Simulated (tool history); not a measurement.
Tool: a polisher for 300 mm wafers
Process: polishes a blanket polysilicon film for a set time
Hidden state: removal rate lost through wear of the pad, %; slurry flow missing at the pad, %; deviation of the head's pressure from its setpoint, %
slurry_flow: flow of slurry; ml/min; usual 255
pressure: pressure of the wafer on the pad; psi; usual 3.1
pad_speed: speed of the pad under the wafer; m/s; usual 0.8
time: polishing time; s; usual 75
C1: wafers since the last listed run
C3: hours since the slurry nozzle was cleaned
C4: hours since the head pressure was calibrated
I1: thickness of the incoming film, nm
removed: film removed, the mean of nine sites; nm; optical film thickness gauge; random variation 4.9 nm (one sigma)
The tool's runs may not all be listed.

{"run": 1, "hour": 0.0, "slurry_flow": 235, "pressure": 3.1, "pad_speed": 0.8, "time": 75, "C1": 0, "wafers polished on this pad": 680, "C3": 256.6, "C4": 986.9, "I1": 1670.5, "removed": 605.3}
{"run": 2, "hour": 49.5, "slurry_flow": 235, "pressure": 3.1, "pad_speed": 0.8, "time": 75, "C1": 598, "wafers polished on this pad": 1278, "C3": 306.1, "C4": 1036.4, "I1": 1657, "removed": 609.9}
{"run": 3, "hour": 100.9, "slurry_flow": 235, "pressure": 3.1, "pad_speed": 0.8, "time": 75, "C1": 621, "wafers polished on this pad": 1900, "C3": 357.5, "C4": 1087.8, "I1": 1655.7, "removed": 596.6}
{"run": 4, "hour": 166.7, "slurry_flow": 255, "pressure": 2.9, "pad_speed": 0.8, "time": 75, "C1": 795, "wafers polished on this pad": 2696, "C3": 423.3, "C4": 1153.6, "I1": 1652.8, "removed": 571.9}
{"hour": 179.4, "done": "worn pad replaced by a new one"}
{"run": 5, "hour": 191.6, "slurry_flow": 255, "pressure": 3.1, "pad_speed": 0.8, "time": 75, "C1": 252, "wafers polished on this pad": 147, "C3": 448.2, "C4": 1178.5, "I1": 1642.5, "removed": 602.9}
{"run": 6, "hour": 223.6, "slurry_flow": 255, "pressure": 3.1, "pad_speed": 0.8, "time": 75, "C1": 387, "wafers polished on this pad": 534, "C3": 480.2, "C4": 1210.5, "I1": 1679.3, "removed": 594.7}
{"run": 7, "hour": 253.2, "slurry_flow": 255, "pressure": 3.5, "pad_speed": 0.8, "time": 75, "C1": 358, "wafers polished on this pad": 892, "C3": 509.8, "C4": 1240.1, "I1": 1670.4, "removed": 640.9}
{"hour": 255.8, "done": "slurry nozzle cleaned"}
{"run": 8, "hour": 304.0, "slurry_flow": 255, "pressure": 3.1, "pad_speed": 0.8, "time": 93, "C1": 602, "wafers polished on this pad": 1495, "C3": 48.2, "C4": 1290.9, "I1": 1661.4, "removed": 780.8}
{"run": 9, "hour": 339.0, "slurry_flow": 255, "pressure": 3.1, "pad_speed": 0.8, "time": 93, "C1": 423, "wafers polished on this pad": 1918, "C3": 83.2, "C4": 1325.9, "I1": 1685.1, "removed": 775.9}
{"hour": 379.0, "done": "worn pad replaced by a new one"}
{"run": 10, "hour": 381.6, "slurry_flow": 275, "pressure": 3.1, "pad_speed": 0.8, "time": 75, "C1": 466, "wafers polished on this pad": 31, "C3": 125.8, "C4": 1368.5, "I1": 1677.1, "removed": 629}
{"hour": 426.0, "done": "head pressure recalibrated"}
{"run": 11, "hour": 440.1, "slurry_flow": 275, "pressure": 3.1, "pad_speed": 0.8, "time": 75, "C1": 683, "wafers polished on this pad": 715, "C3": 184.3, "C4": 14.1, "I1": 1657.1, "removed": 632.4}
{"run": 12, "hour": 467.5, "slurry_flow": 255, "pressure": 3.1, "pad_speed": 0.8, "time": 75, "C1": 331, "wafers polished on this pad": 1046, "C3": 211.7, "C4": 41.5, "I1": 1657.1, "removed": 623.2}
{"run": 13, "hour": 509.5, "slurry_flow": 255, "pressure": 3.1, "pad_speed": 0.8, "time": 75, "C1": 508, "wafers polished on this pad": 1554, "C3": 253.7, "C4": 83.5, "I1": 1675.5, "removed": 619.9}
{"run": 14, "hour": 541.6, "slurry_flow": 255, "pressure": 3.1, "pad_speed": 0.8, "time": 75, "C1": 388, "wafers polished on this pad": 1943, "C3": 285.8, "C4": 115.6, "I1": 1677.4, "removed": 605.3}
{"hour": 582.4, "done": "worn pad replaced by a new one"}
{"run": 15, "hour": 582.9, "slurry_flow": 295, "pressure": 2.6, "pad_speed": 0.8, "time": 75, "C1": 451, "wafers polished on this pad": 5, "C3": 327.1, "C4": 156.9, "I1": 1693.8, "removed": 554.3}
{"run": 16, "hour": 621.6, "slurry_flow": 230, "pressure": 3.9, "pad_speed": 0.92, "time": 87, "C1": 468, "wafers polished on this pad": 473, "C3": 365.8, "C4": 195.6, "I1": 1672.9, "removed": 912.9}
{"run": 17, "hour": 656.4, "slurry_flow": 255, "pressure": 2.7, "pad_speed": 0.92, "time": 60, "C1": 420, "wafers polished on this pad": 894, "C3": 400.6, "C4": 230.4, "I1": 1650.3, "removed": 498.5}
{"hour": 685.3, "done": "slurry nozzle cleaned"}
{"run": 18, "hour": 704.7, "slurry_flow": 255, "pressure": 3.1, "pad_speed": 0.62, "time": 66, "C1": 572, "wafers polished on this pad": 1466, "C3": 19.4, "C4": 278.7, "I1": 1701.8, "removed": 446.1}
{"run": 19, "hour": 753.7, "slurry_flow": 275, "pressure": 3.1, "pad_speed": 0.8, "time": 75, "C1": 592, "wafers polished on this pad": 2059, "C3": 68.4, "C4": 327.7, "I1": 1683.2, "removed": 632.8}
{"run": 20, "hour": 803.1, "slurry_flow": 285, "pressure": 3.5, "pad_speed": 0.66, "time": 75, "C1": 597, "wafers polished on this pad": 2657, "C3": 117.8, "C4": 377.1, "I1": 1676, "removed": 578.1}
{"run": 21, "hour": 833.6, "slurry_flow": 190, "pressure": 3.1, "pad_speed": 0.8, "time": 75, "C1": 368, "wafers polished on this pad": 3026, "C3": 148.3, "C4": 407.6, "I1": 1664.8, "removed": 602.1}
{"hour": 850.4, "done": "worn pad replaced by a new one, of another model than before"}
{"run": 22, "hour": 881.9, "slurry_flow": 200, "pressure": 3.1, "pad_speed": 0.8, "time": 100, "C1": 535, "wafers polished on this pad": 380, "C3": 196.6, "C4": 455.9, "I1": 1668.1, "removed": 828.7}
{"run": 23, "hour": 947.4, "slurry_flow": 255, "pressure": 2.2, "pad_speed": 0.88, "time": 75, "C1": 792, "wafers polished on this pad": 1172, "C3": 262.1, "C4": 521.4, "I1": 1658.5, "removed": 570.2}
{"run": 24, "hour": 983.5, "slurry_flow": 255, "pressure": 3.1, "pad_speed": 0.8, "time": 75, "C1": 436, "wafers polished on this pad": 1609, "C3": 298.2, "C4": 557.5, "I1": 1685.5, "removed": 622.4}
{"run": 25, "hour": 1021.2, "slurry_flow": 255, "pressure": 2.2, "pad_speed": 0.58, "time": 75, "C1": 456, "wafers polished on this pad": 2065, "C3": 335.9, "C4": 595.2, "I1": 1662.7, "removed": 425}
{"run": 26, "hour": 1066.0, "slurry_flow": 295, "pressure": 2.6, "pad_speed": 0.8, "time": 75, "C1": 541, "wafers polished on this pad": 2607, "C3": 380.7, "C4": 640, "I1": 1680.6, "removed": 579}
{"hour": 1116.9, "done": "worn pad replaced by a new one"}
{"run": 27, "hour": 1127.9, "slurry_flow": 210, "pressure": 4, "pad_speed": 0.88, "time": 75, "C1": 700, "wafers polished on this pad": 132, "C3": 442.6, "C4": 701.9, "I1": 1681.8, "removed": 754.1}
{"run": 28, "hour": 1167.9, "slurry_flow": 255, "pressure": 2.8, "pad_speed": 0.7, "time": 100, "C1": 483, "wafers polished on this pad": 616, "C3": 482.6, "C4": 741.9, "I1": 1673, "removed": 714.6}

Some steps in removed between neighbouring runs. How much of each would the tool show without its hidden state too (settings, what came in, random variation), and how much is left for the hidden state, with any gauge scatter that isn't in both results?
Run 7 -> 8: pressure 3.5 -> 3.1, time 75 -> 93, slurry nozzle cleaned. removed +139.9 nm: hidden state +47.5, all else +92.4.
Run 15 -> 16: slurry_flow 295 -> 230, pressure 2.6 -> 3.9, pad_speed 0.8 -> 0.92, time 75 -> 87. removed +358.6 nm: hidden state -35.4, all else +394.
Run 16 -> 17: slurry_flow 230 -> 255, pressure 3.9 -> 2.7, time 87 -> 60. removed -414.4 nm: hidden state +26.6, all else -441.
